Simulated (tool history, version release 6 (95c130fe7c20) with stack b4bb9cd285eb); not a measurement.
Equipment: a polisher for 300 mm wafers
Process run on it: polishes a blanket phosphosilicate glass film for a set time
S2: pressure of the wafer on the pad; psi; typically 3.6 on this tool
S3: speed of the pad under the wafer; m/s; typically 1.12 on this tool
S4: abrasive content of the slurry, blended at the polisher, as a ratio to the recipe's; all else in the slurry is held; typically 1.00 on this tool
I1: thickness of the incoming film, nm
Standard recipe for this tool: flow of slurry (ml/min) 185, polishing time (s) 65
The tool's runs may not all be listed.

Run 1, hour 0.0: usual settings; I1 3718.3. Result: film removed (angstrom) 6068.
Run 2, hour 7.6: usual settings; I1 3744.1. Result: film removed (angstrom) 6009.
Run 3, hour 14.2: usual settings; I1 3747.9. Result: film removed (angstrom) 5951.
Run 4, hour 22.8: usual settings but polishing time (s) 55; I1 3719.5. Result: film removed (angstrom) 5005.
At hour 30.1: worn pad replaced by a new one.
Run 5, hour 40.8: usual settings but polishing time (s) 55; I1 3748.0. Result: film removed (angstrom) 5037.
Run 6, hour 50.6: usual settings; I1 3697.7. Result: film removed (angstrom) 5932.
Run 7, hour 63.4: usual settings; I1 3722.4. Result: film removed (angstrom) 5892.
Run 8, hour 90.2: usual settings; I1 3797.1. Result: film removed (angstrom) 5909.
At hour 138.9: worn pad replaced by a new one.
Run 9, hour 143.4: usual settings; I1 3770.2. Result: film removed (angstrom) 5934.
Run 10, hour 149.8: usual settings; I1 3715.0. Result: film removed (angstrom) 6009.
Run 11, hour 166.2: usual settings; I1 3763.1. Result: film removed (angstrom) 5976.
At hour 174.3: conditioning disc replaced and pad reconditioned.
Run 12, hour 180.2: usual settings but polishing time (s) 88; I1 3658.1. Result: film removed (angstrom) 7862.
At hour 223.6: slurry blender recalibrated.
Run 13, hour 233.6: usual settings but flow of slurry (ml/min) 145, S2 2.9 psi, S4 1.30, polishing time (s) 72; I1 3681.2. Result: film removed (angstrom) 6926.
At hour 240.6: worn pad replaced by a new one.
Run 14, hour 248.7: usual settings but S2 2.8 psi, S3 1.34 m/s, S4 1.15; I1 3739.1. Result: film removed (angstrom) 6730.
Run 15, hour 257.7: usual settings but S3 0.88 m/s; I1 3634.8. Result: film removed (angstrom) 5258.
At hour 284.8: head pressure recalibrated.
Run 16, hour 291.8: usual settings but flow of slurry (ml/min) 125, S4 1.30; I1 3680.0. Result: film removed (angstrom) 6734.
Run 17, hour 320.7: usual settings; I1 3686.6. Result: film removed (angstrom) 6214.
At hour 328.8: slurry nozzle cleaned.
Run 18, hour 333.1: usual settings but S4 1.25, polishing time (s) 51; I1 3661.2. Result: film removed (angstrom) 5371.
Run 19, hour 344.6: usual settings but flow of slurry (ml/min) 170, polishing time (s) 43; I1 3744.8. Result: film removed (angstrom) 3980.
At hour 353.8: worn pad replaced by a new one.
Run 20, hour 360.4: usual settings but flow of slurry (ml/min) 145, S2 2.9 psi, S4 1.30, polishing time (s) 72; I1 3730.2. Result: film removed (angstrom) 6442.
Run 21, hour 373.4: usual settings but flow of slurry (ml/min) 245, S2 2.7 psi, S3 0.94 m/s, polishing time (s) 74; I1 3657.8. Result: film removed (angstrom) 4869.
Run 22, hour 387.6: usual settings but S3 1.22 m/s; I1 3750.2. Result: film removed (angstrom) 6405.
Run 23, hour 399.3: usual settings but S3 1.22 m/s; I1 3677.5. Result: film removed (angstrom) 6397.
Run 24, hour 409.5: usual settings; I1 3687.8. Result: film removed (angstrom) 5889.
Run 25, hour 436.0: usual settings but S4 0.80; I1 3726.4. Result: film removed (angstrom) 5174.
Run 26, hour 444.4: usual settings but flow of slurry (ml/min) 230, S2 2.8 psi, S4 0.90; I1 3742.1. Result: film removed (angstrom) 4622.
At hour 460.1: worn pad replaced by a new one.
Run 27, hour 460.6: usual settings but S4 0.85; I1 3636.1. Result: film removed (angstrom) 5277.

Some steps in film removed (angstrom), run to run, broken into two amounts with sign: the step expected even without the hidden condition (settings, incoming material, random variation), and the rest, left for the hidden condition together with whatever gauge scatter is not in both the measured and the hidden-condition-free result:
Hidden state at play: removal rate lost through wear of the pad, %; slurry flow missing at the pad, %; deviation of the head's pressure from its setpoint, %; abrasive missing from the slurry, %; time polished since the conditioner stopped cutting, s.
Run 11 -> 12: polishing time (s) 65 -> 88, conditioning disc replaced and pad reconditioned. film removed (angstrom) +1886: hidden state -238, all else +2124.
Run 12 -> 13: flow of slurry (ml/min) 185 -> 145, S2 3.6 -> 2.9, S4 1.00 -> 1.30, polishing time (s) 88 -> 72, slurry blender recalibrated. film removed (angstrom) -936: hidden state +917, all else -1853.
Run 19 -> 20: flow of slurry (ml/min) 170 -> 145, S2 3.6 -> 2.9, S4 1.00 -> 1.30, polishing time (s) 43 -> 72, worn pad replaced by a new one. film removed (angstrom) +2462: hidden state -139, all else +2601.
